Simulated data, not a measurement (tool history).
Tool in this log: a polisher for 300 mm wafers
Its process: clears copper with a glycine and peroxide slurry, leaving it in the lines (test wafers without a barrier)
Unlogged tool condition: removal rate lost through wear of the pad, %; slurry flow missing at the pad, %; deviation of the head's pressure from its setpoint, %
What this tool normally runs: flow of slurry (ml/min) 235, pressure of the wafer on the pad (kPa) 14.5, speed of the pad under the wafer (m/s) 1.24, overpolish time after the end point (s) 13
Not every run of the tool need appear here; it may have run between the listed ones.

run	hour	flow of slurry (ml/min)	pressure of the wafer on the pad (kPa)	speed of the pad under the wafer (m/s)	overpolish time after the end point (s)	wafers since the last listed run	wafers polished on this pad	hours since the slurry nozzle was cleaned	hours since the head pressure was calibrated	incoming thickness of the incoming film, nm	time until the end point was called (s)	dishing of a wide line in a test structure (angstrom)
1	0.0	235	14.5	1.24	13	0	3938	713.1	155.9	739.5	167.3	407
2	66.5	235	14.5	1.24	13	435	4374	779.6	222.4	735.8	167.8	395
# hour 69.9: slurry nozzle cleaned
# hour 265.2: worn pad replaced by a new one
3	271.7	235	14.5	1.24	13	1312	42	201.8	427.6	743.6	148.7	448
4	360.6	235	14.5	1.24	13	582	625	290.7	516.5	730.8	149.3	444
5	463.8	235	14.5	1.24	13	676	1301	393.9	619.7	731.8	150.0	439
6	548.3	235	14.5	1.24	13	554	1855	478.4	704.2	746.6	152.4	446
# hour 636.4: head pressure recalibrated
7	652.2	235	14.5	1.24	13	668	2523	582.3	15.8	734.4	165.0	413
# hour 721.4: slurry nozzle cleaned
8	752.4	235	14.5	1.24	13	650	3174	31.0	116.0	730.8	160.6	392
9	830.9	235	14.5	1.24	13	514	3689	109.5	194.5	727.8	164.2	382
10	887.4	255	14.5	1.24	13	370	4059	166.0	251.0	744.3	170.3	393
11	976.3	255	14.5	1.24	13	582	4642	254.9	339.9	740.5	168.2	379
# hour 1032.3: worn pad replaced by a new one
12	1047.7	235	14.5	1.08	16	441	100	326.3	411.3	729.4	168.5	457
13	1127.1	235	14.5	1.24	13	520	621	405.7	490.7	740.0	152.7	419
14	1214.9	160	19.3	1.42	11	575	1197	493.5	578.5	735.0	106.6	497
15	1271.3	235	11.0	1.12	13	369	1566	549.9	634.9	726.9	200.4	319
# hour 1303.5: head pressure recalibrated
16	1369.9	235	14.5	0.88	10	633	2200	648.5	66.4	733.9	208.4	268
# hour 1446.3: slurry nozzle cleaned
17	1452.4	235	14.5	1.24	13	534	2734	6.1	148.9	741.0	166.8	404
18	1509.5	300	15.9	1.24	13	374	3108	63.2	206.0	726.5	147.5	424
19	1587.1	235	14.5	1.24	13	508	3617	140.8	283.6	721.3	160.0	397
20	1648.6	235	12.4	1.24	13	403	4020	202.3	345.1	731.2	186.3	348
# hour 1697.0: worn pad replaced by a new one
21	1746.9	235	14.5	1.60	19	618	327	300.6	443.4	743.2	120.0	648
22	1793.6	205	13.1	1.24	8	306	633	347.3	490.1	735.9	163.7	267
23	1900.8	235	14.5	1.24	13	702	1336	454.5	597.3	734.8	149.2	446
24	1973.7	235	14.5	0.92	16	477	1814	527.4	670.2	738.8	189.4	443
25	2046.3	235	14.5	0.88	21	475	2290	600.0	742.8	732.4	192.3	504
26	2136.4	235	17.9	1.06	13	590	2881	690.1	832.9	734.0	140.9	456
# hour 2151.3: head pressure recalibrated
# hour 2176.2: slurry nozzle cleaned
27	2185.0	185	12.4	1.38	6	298	3180	8.8	33.7	741.3	176.4	189
28	2238.0	235	18.6	1.24	6	347	3527	61.8	86.7	733.5	133.3	235
29	2299.0	205	17.9	1.66	15	399	3927	122.8	147.7	741.6	112.5	593
30	2356.6	285	14.5	0.94	13	377	4305	180.4	205.3	738.9	207.1	310
# hour 2418.6: worn pad replaced by a new one
31	2464.2	235	14.5	1.24	13	679	298	288.0	312.9	745.4	152.0	422
32	2568.0	235	17.9	1.38	13	680	979	391.8	416.7	745.3	117.5	523
33	2627.4	235	14.5	0.86	9	389	1368	451.2	476.1	740.3	203.6	244
34	2698.2	180	17.2	1.24	13	464	1833	522.0	546.9	734.8	134.3	466

Predict each of these 4 candidate next runs independently; none follows another, all start after run 34:
A	2698.7	235	14.5	1.24	13	3	1836	522.5	547.4	748.2	?	?
B	2698.7	255	14.5	1.62	18	3	1836	522.5	547.4	748.2	?	?
C	2698.7	235	15.9	0.88	13	3	1836	522.5	547.4	748.2	?	?
D	2698.7	235	15.9	1.24	10	3	1836	522.5	547.4	748.2	?	?

run	time until the end point was called (s)	dishing of a wide line in a test structure (angstrom)
A	153.2	406
B	121.4	607
C	187.7	348
D	142.1	351
Stripped of hidden state, with their random variation kept, the same runs would have yielded:
run	time until the end point was called (s)	dishing of a wide line in a test structure (angstrom)
A	152.7	406
B	121.3	603
C	186.6	349
D	141.7	350
